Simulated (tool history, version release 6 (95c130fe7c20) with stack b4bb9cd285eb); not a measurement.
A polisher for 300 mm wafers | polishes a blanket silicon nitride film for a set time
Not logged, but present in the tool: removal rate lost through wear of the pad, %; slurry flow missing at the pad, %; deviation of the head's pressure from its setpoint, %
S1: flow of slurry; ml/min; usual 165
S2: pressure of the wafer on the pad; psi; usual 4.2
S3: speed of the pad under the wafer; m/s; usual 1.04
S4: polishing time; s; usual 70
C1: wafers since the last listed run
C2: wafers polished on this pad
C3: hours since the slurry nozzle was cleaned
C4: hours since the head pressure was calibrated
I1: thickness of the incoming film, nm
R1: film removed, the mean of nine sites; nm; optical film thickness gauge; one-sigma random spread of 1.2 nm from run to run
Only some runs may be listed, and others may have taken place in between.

Run 1, hour 0: usual settings but S3 1.18 m/s, S4 59 s; C1 0; C2 4138; C3 610; C4 893.9; I1 420. Result: R1 113.3 nm.
At hour 85.6: worn pad replaced by a new one.
Run 2, hour 163.1: usual settings but S3 1.18 m/s, S4 59 s; C1 1845; C2 899; C3 773.1; C4 1057; I1 425.2. Result: R1 105.1 nm.
At hour 175: head pressure recalibrated.
At hour 178.1: slurry nozzle cleaned.
Run 3, hour 217.8: usual settings; C1 599; C2 1498; C3 39.7; C4 42.8; I1 426.3. Result: R1 112.3 nm.
Run 4, hour 280.2: usual settings; C1 723; C2 2222; C3 102.1; C4 105.2; I1 418.7. Result: R1 109 nm.
Run 5, hour 346.8: usual settings; C1 772; C2 2995; C3 168.7; C4 171.8; I1 419.5. Result: R1 108.7 nm.
Run 6, hour 381.8: usual settings; C1 405; C2 3401; C3 203.7; C4 206.8; I1 418.4. Result: R1 109.3 nm.
Run 7, hour 418.6: usual settings; C1 426; C2 3828; C3 240.5; C4 243.6; I1 414.9. Result: R1 108.2 nm.
At hour 464.4: worn pad replaced by a new one, repeated, since the last time left the tool worse.
Run 8, hour 488.5: usual settings but S2 5.3 psi; C1 764; C2 279; C3 310.4; C4 313.5; I1 421.6. Result: R1 152.7 nm.
Run 9, hour 526: usual settings; C1 434; C2 714; C3 347.9; C4 351; I1 413.5. Result: R1 129.2 nm.
Run 10, hour 576: usual settings; C1 579; C2 1294; C3 397.9; C4 401; I1 421. Result: R1 125.1 nm.
Run 11, hour 631.6: usual settings but S2 5.4 psi, S3 1.12 m/s; C1 644; C2 1938; C3 453.5; C4 456.6; I1 422. Result: R1 164.2 nm.
Run 12, hour 697.9: usual settings but S2 5.4 psi, S3 1.12 m/s; C1 769; C2 2708; C3 519.8; C4 522.9; I1 419.4. Result: R1 159.7 nm.
Run 13, hour 722.8: usual settings; C1 288; C2 2996; C3 544.7; C4 547.8; I1 419.8. Result: R1 124.1 nm.
Run 14, hour 786.3: usual settings but S1 125 ml/min; C1 736; C2 3733; C3 608.2; C4 611.3; I1 421.9. Result: R1 119.2 nm.
Run 15, hour 822.8: usual settings but S1 125 ml/min; C1 423; C2 4156; C3 644.7; C4 647.8; I1 417.9. Result: R1 116.4 nm.
Run 16, hour 891.9: usual settings but S1 145 ml/min, S3 1.38 m/s, S4 50 s; C1 801; C2 4958; C3 713.8; C4 716.9; I1 428.8. Result: R1 106.1 nm.
At hour 898.6: slurry nozzle cleaned.
Run 17, hour 931: usual settings but S2 3.2 psi; C1 441; C2 5400; C3 32.4; C4 756; I1 423.2. Result: R1 98.3 nm.
Run 18, hour 981.6: usual settings but S3 1.32 m/s, S4 82 s; C1 586; C2 5987; C3 83; C4 806.6; I1 422.5. Result: R1 172.4 nm.
At hour 992.7: worn pad replaced by a new one.
Run 19, hour 1027.7: usual settings; C1 488; C2 405; C3 129.1; C4 852.7; I1 422.7. Result: R1 128 nm.
Run 20, hour 1056.1: usual settings but S2 5.1 psi, S3 0.84 m/s; C1 329; C2 734; C3 157.5; C4 881.1; I1 423. Result: R1 124 nm.
Run 21, hour 1112.4: usual settings but S1 205 ml/min, S2 5.1 psi, S4 93 s; C1 653; C2 1388; C3 213.8; C4 937.4; I1 417.6. Result: R1 196.9 nm.
Run 22, hour 1180.1: usual settings but S1 110 ml/min, S2 3.1 psi, S3 0.94 m/s, S4 50 s; C1 785; C2 2173; C3 281.5; C4 1005.1; I1 420.1. Result: R1 60.7 nm.
At hour 1219.7: head pressure recalibrated.
Run 23, hour 1242.4: usual settings but S1 195 ml/min, S2 3.8 psi, S3 1.3 m/s, S4 84 s; C1 699; C2 2872; C3 343.8; C4 22.7; I1 424.5. Result: R1 169.4 nm.
Run 24, hour 1285.3: usual settings but S1 220 ml/min, S2 3.5 psi; C1 497; C2 3370; C3 386.7; C4 65.6; I1 417.9. Result: R1 111.7 nm.
Run 25, hour 1409: usual settings but S3 0.84 m/s, S4 49 s; C1 1434; C2 4805; C3 510.4; C4 189.3; I1 418.4. Result: R1 71.5 nm.
Run 26, hour 1471.8: usual settings but S4 60 s; C1 728; C2 5533; C3 573.2; C4 252.1; I1 416.5. Result: R1 104.6 nm.
At hour 1511.1: worn pad replaced by a new one.
Run 27, hour 1511.6: usual settings; C1 415; C2 6; C3 613; C4 291.9; I1 420.6. Result: R1 128 nm.
At hour 1513.2: slurry nozzle cleaned.
Run 28, hour 1555.4: usual settings; C1 496; C2 502; C3 42.2; C4 335.7; I1 415.4. Result: R1 127.6 nm.
Run 29, hour 1613.1: usual settings but S2 5.5 psi; C1 669; C2 1171; C3 99.9; C4 393.4; I1 419.6. Result: R1 158 nm.
Run 30, hour 1647.4: usual settings but S1 130 ml/min, S2 5.7 psi, S3 0.7 m/s, S4 93 s; C1 397; C2 1569; C3 134.2; C4 427.7; I1 413.6. Result: R1 150.2 nm.
Run 31, hour 1703.9: usual settings but S1 200 ml/min, S2 3.2 psi, S3 0.8 m/s, S4 82 s; C1 655; C2 2225; C3 190.7; C4 484.2; I1 424.8. Result: R1 100.1 nm.
Run 32, hour 1747.4: usual settings but S1 105 ml/min, S3 1.3 m/s; C1 504; C2 2729; C3 234.2; C4 527.7; I1 416.4. Result: R1 133.6 nm.
Run 33, hour 1785.3: usual settings; C1 439; C2 3169; C3 272.1; C4 565.6; I1 421.3. Result: R1 123.9 nm.
Run 34, hour 1811.1: usual settings but S1 205 ml/min, S2 2.8 psi, S3 0.68 m/s, S4 54 s; C1 299; C2 3468; C3 297.9; C4 591.4; I1 424. Result: R1 53 nm.
Run 35, hour 1842.4: usual settings but S1 215 ml/min, S2 3.1 psi, S3 0.86 m/s, S4 86 s; C1 363; C2 3831; C3 329.2; C4 622.7; I1 413.2. Result: R1 108.2 nm.
Run 36, hour 1886.8: usual settings but S2 4.8 psi, S3 1.4 m/s; C1 515; C2 4346; C3 373.6; C4 667.1; I1 420.4. Result: R1 172.7 nm.
Run 37, hour 1952.8: usual settings but S1 130 ml/min, S2 5.2 psi, S3 1.22 m/s, S4 62 s; C1 765; C2 5112; C3 439.6; C4 733.1; I1 417.6. Result: R1 137.5 nm.
Run 38, hour 2021.2: usual settings but S1 210 ml/min, S2 5.2 psi, S3 0.9 m/s, S4 89 s; C1 793; C2 5905; C3 508; C4 801.5; I1 422.8. Result: R1 165.8 nm.

Entry by entry between the runs, the difference in hidden state between the last listed run before and the first listed run after:
Logged between run 1 and run 2: worn pad replaced by a new one (hour 85.6)
  removal rate lost through wear of the pad, %: 4.79 -> 11.9
  measured minus no-state result, R1: -5.7 -> -14.1 nm
Logged between run 2 and run 3: head pressure recalibrated (hour 175); slurry nozzle cleaned (hour 178.1)
  removal rate lost through wear of the pad, %: 11.9 -> 12.6
  measured minus no-state result, R1: -14.1 -> -16.2 nm
Logged between run 7 and run 8: worn pad replaced by a new one, repeated, since the last time left the tool worse (hour 464.4)
  removal rate lost through wear of the pad, %: 15.2 -> 0.445
  measured minus no-state result, R1: -19.3 -> -0.7 nm
Logged between run 16 and run 17: slurry nozzle cleaned (hour 898.6)
  removal rate lost through wear of the pad, %: 5.65 -> 6.16
  measured minus no-state result, R1: -6.4 -> -6.5 nm
Logged between run 18 and run 19: worn pad replaced by a new one (hour 992.7)
  removal rate lost through wear of the pad, %: 6.81 -> 0.61
  measured minus no-state result, R1: -12.7 -> -0.8 nm
Logged between run 22 and run 23: head pressure recalibrated (hour 1219.7)
  removal rate lost through wear of the pad, %: 2.58 -> 3.38
  measured minus no-state result, R1: -1.6 -> -5.9 nm
Logged between run 26 and run 27: worn pad replaced by a new one (hour 1511.1)
  removal rate lost through wear of the pad, %: 6.34 -> 0.342
  measured minus no-state result, R1: -7.1 -> -0.5 nm
Logged between run 27 and run 28: slurry nozzle cleaned (hour 1513.2)
  removal rate lost through wear of the pad, %: 0.342 -> 0.907
  measured minus no-state result, R1: -0.5 -> -1.2 nm
